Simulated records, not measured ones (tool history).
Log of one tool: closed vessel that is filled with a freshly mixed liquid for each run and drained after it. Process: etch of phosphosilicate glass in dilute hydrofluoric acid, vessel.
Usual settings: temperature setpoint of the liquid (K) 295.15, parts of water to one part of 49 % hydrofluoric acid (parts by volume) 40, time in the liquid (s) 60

run,day,temperature setpoint of the liquid (K),parts of water to one part of 49 % hydrofluoric acid (parts by volume),time in the liquid (s),"read-back film thickness of the phosphosilicate glass reference wafer, read on the same gauge (nm)",thickness taken off the phosphosilicate glass on a monitor wafer (nm)
1,0,297.15,40,35,150.01,96.2
2,2.062,297.15,40,35,149.99,95.35
# day 4.217: hydrofluoric acid flow meter replaced
3,6.475,297.15,40,35,149.98,105.91
4,10.912,295.15,30,60,150.02,225.19
5,15.088,295.15,30,60,150,223.84
6,18.121,295.15,40,60,150,164.22
7,20.667,295.15,40,60,149.99,164.59
8,22.825,295.15,40,60,149.98,164.55
9,26.817,295.15,40,50,150.01,135.32
10,29.838,295.15,40,50,150.01,135.67
11,31.858,295.15,40,60,150.02,162.44
12,35.117,295.15,40,60,150.01,160.84
13,38.217,295.15,40,60,150,161.53
14,42.017,295.15,40,60,150.03,159.89
15,44.471,295.15,40,60,149.99,159.05
16,47.146,295.15,55,60,150.01,113.72
17,49.421,295.15,30,60,150.02,213.77
18,52.588,296.65,55,40,150.01,78.94
19,54.304,299.65,60,30,150,62.16
# day 56.583: gauge calibrated
20,57.321,295.15,40,60,150.01,158.39
# day 66.8: thermometer replaced
# day 66.925: hydrofluoric acid flow meter replaced
21,67.342,295.15,40,60,150.01,146.53
22,75.662,299.65,20,40,150,236.79
23,78.233,298.15,20,35,150,194.07
24,81.688,295.15,25,90,150,347.45
25,84.454,297.65,40,30,150,78.58
26,87.154,292.15,50,30,150.01,48.57
27,89.4,295.15,40,60,150,141.26
28,92.188,295.15,40,60,150,139.18
29,93.754,295.15,40,60,150.03,140.2
# day 94.292: hydrofluoric acid flow meter replaced, repeated, since the last time left the tool worse
30,98.079,292.65,30,90,149.99,299.08
31,99.592,295.15,40,85,149.98,233.49
32,103.317,295.15,25,60,149.98,269.27

Forecast each of these 4 alternatives for the next run:
A,103.346,295.15,40,60,?,?
B,103.346,295.15,40,30,?,?
C,103.346,295.15,50,35,?,?
D,103.346,297.65,20,30,?,?

run,"read-back film thickness of the phosphosilicate glass reference wafer, read on the same gauge (nm)",thickness taken off the phosphosilicate glass on a monitor wafer (nm)
A,149.98,162.27
B,149.98,81.13
C,149.98,74.75
D,149.98,185.2
Without the tool's hidden state the same runs would have given:
run,thickness taken off the phosphosilicate glass on a monitor wafer (nm)
A,166.02
B,83.01
C,76.5
D,189.39
